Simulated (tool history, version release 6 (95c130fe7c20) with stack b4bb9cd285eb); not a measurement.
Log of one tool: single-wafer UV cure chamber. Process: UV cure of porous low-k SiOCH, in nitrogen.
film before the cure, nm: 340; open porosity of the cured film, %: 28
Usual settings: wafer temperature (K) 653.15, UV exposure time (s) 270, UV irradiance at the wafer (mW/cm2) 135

run	hour	wafer temperature (K)	UV exposure time (s)	UV irradiance at the wafer (mW/cm2)	wafers since the last listed run	hours since the UV bulbs were replaced	wafers since the quartz window was cleaned	loss of film thickness in the cure (%)
1	0.0	653.15	270	135	0	626.8	1959	14.396
2	28.4	653.15	270	135	212	655.2	2172	14.234
3	56.9	653.15	270	135	213	683.7	2385	13.945
# hour 77.9: quartz window cleaned
4	78.4	653.15	270	135	101	705.2	3	14.774
5	91.6	653.15	270	135	98	718.4	102	14.786
6	119.3	653.15	150	135	207	746.1	309	11.823
7	151.4	653.15	150	135	240	778.2	550	11.517
8	185.5	653.15	270	135	255	812.3	805	14.792
9	217.7	653.15	270	135	241	844.5	1046	14.884
10	277.5	653.15	270	135	447	904.3	1494	14.412
11	304.8	643.15	270	164	204	931.6	1698	15.399
12	334.5	653.15	210	135	222	961.3	1921	12.787
13	350.4	653.15	210	135	119	977.2	2040	12.933
14	380.0	646.15	270	135	221	1006.8	2262	13.895
15	397.8	653.15	270	159	133	1024.6	2395	14.787
16	418.9	653.15	160	114	158	1045.7	2553	10.336
# hour 429.2: quartz window cleaned
17	432.5	648.15	270	111	41	1059.3	24	13.490
18	468.1	643.15	310	104	266	1094.9	291	13.826
19	493.1	653.15	270	135	187	1119.9	478	14.685
20	515.7	639.15	215	135	169	1142.5	647	13.158
21	532.0	664.15	190	150	122	1158.8	770	13.579
# hour 566.6: UV bulbs replaced
22	567.1	648.15	330	145	202	0.5	972	17.167
23	577.1	639.15	270	135	74	10.5	1047	15.797
24	592.8	653.15	270	135	117	26.2	1165	15.738
25	620.6	639.15	115	135	208	54.0	1373	10.837
26	655.5	653.15	270	135	261	88.9	1634	15.101
27	682.2	653.15	270	135	199	115.6	1834	15.145
28	712.0	643.15	310	104	223	145.4	2058	14.021
29	740.6	653.15	150	110	214	174.0	2272	10.786
30	762.3	635.15	270	169	162	195.7	2434	15.415
31	791.9	647.15	190	135	221	225.3	2656	12.394

5 ways to go on from here, each from the tool as it stands after run 31. What would each give?
A	792.3	653.15	270	135	2	225.7	2659	?
B	792.3	673.15	190	121	2	225.7	2659	?
C	792.3	660.15	130	110	2	225.7	2659	?
D	792.3	653.15	365	135	2	225.7	2659	?
E	792.3	653.15	205	135	2	225.7	2659	?

run	loss of film thickness in the cure (%)
A	14.301
B	12.330
C	9.719
D	15.907
E	12.872
Without the tool's hidden state the same runs would have given:
run	loss of film thickness in the cure (%)
A	16.063
B	14.032
C	11.348
D	17.705
E	14.591
